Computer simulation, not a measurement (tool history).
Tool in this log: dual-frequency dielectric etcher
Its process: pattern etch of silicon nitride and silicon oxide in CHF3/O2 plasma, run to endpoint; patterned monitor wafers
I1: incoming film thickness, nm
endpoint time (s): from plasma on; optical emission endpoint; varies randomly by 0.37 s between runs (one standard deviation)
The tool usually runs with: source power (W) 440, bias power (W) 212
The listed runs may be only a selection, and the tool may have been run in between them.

run 1 hour=0.0 | source_power_(W)=440 bias_power_(W)=212 | I1=171.0 | endpoint_time_(s)=122.5
run 2 hour=21.7 | source_power_(W)=440 bias_power_(W)=212 | I1=171.7 | endpoint_time_(s)=123.0
run 3 hour=43.3 | source_power_(W)=390 bias_power_(W)=212 | I1=171.6 | endpoint_time_(s)=131.8
run 4 hour=60.1 | source_power_(W)=440 bias_power_(W)=212 | I1=171.2 | endpoint_time_(s)=121.5
run 5 hour=89.2 | source_power_(W)=380 bias_power_(W)=212 | I1=170.8 | endpoint_time_(s)=132.3
run 6 hour=123.6 | source_power_(W)=380 bias_power_(W)=212 | I1=169.3 | endpoint_time_(s)=130.6
run 7 hour=156.1 | source_power_(W)=440 bias_power_(W)=238 | I1=169.3 | endpoint_time_(s)=112.6
-- hour=194.8 wet clean of the chamber
run 8 hour=195.3 | source_power_(W)=440 bias_power_(W)=212 | I1=171.0 | endpoint_time_(s)=124.0
run 9 hour=205.4 | source_power_(W)=440 bias_power_(W)=212 | I1=171.0 | endpoint_time_(s)=124.2
run 10 hour=232.7 | source_power_(W)=440 bias_power_(W)=212 | I1=172.2 | endpoint_time_(s)=124.7
run 11 hour=245.1 | source_power_(W)=410 bias_power_(W)=212 | I1=170.4 | endpoint_time_(s)=128.2
-- hour=256.7 source power generator calibrated
run 12 hour=268.9 | source_power_(W)=410 bias_power_(W)=212 | I1=169.6 | endpoint_time_(s)=126.9
run 13 hour=298.9 | source_power_(W)=510 bias_power_(W)=212 | I1=171.0 | endpoint_time_(s)=113.8
run 14 hour=316.7 | source_power_(W)=440 bias_power_(W)=212 | I1=172.1 | endpoint_time_(s)=124.2
-- hour=364.0 upper electrode replaced
run 15 hour=364.5 | source_power_(W)=340 bias_power_(W)=242 | I1=172.1 | endpoint_time_(s)=133.8
run 16 hour=369.5 | source_power_(W)=470 bias_power_(W)=257 | I1=171.0 | endpoint_time_(s)=107.9
run 17 hour=383.4 | source_power_(W)=370 bias_power_(W)=212 | I1=171.8 | endpoint_time_(s)=135.9
run 18 hour=401.1 | source_power_(W)=440 bias_power_(W)=212 | I1=170.3 | endpoint_time_(s)=121.5
run 19 hour=422.4 | source_power_(W)=440 bias_power_(W)=212 | I1=172.1 | endpoint_time_(s)=122.6
run 20 hour=439.6 | source_power_(W)=410 bias_power_(W)=212 | I1=170.9 | endpoint_time_(s)=127.1
run 21 hour=460.2 | source_power_(W)=410 bias_power_(W)=251 | I1=171.2 | endpoint_time_(s)=116.9
-- hour=468.1 bias power generator calibrated
run 22 hour=481.1 | source_power_(W)=490 bias_power_(W)=162 | I1=170.2 | endpoint_time_(s)=131.6
run 23 hour=495.6 | source_power_(W)=520 bias_power_(W)=243 | I1=171.1 | endpoint_time_(s)=104.5
run 24 hour=522.1 | source_power_(W)=380 bias_power_(W)=228 | I1=170.0 | endpoint_time_(s)=126.9

Run 25 is up next; what results do you expect?
-- hour=570.9 wet clean of the chamber
run 25 hour=571.4 | source_power_(W)=350 bias_power_(W)=231 | I1=170.5 | endpoint_time_(s)=?

For run 25 the tool returned endpoint time (s) 134.5.
Were there no unlogged condition in the tool, this run, its random variation unchanged, would have produced endpoint time (s) 134.6.
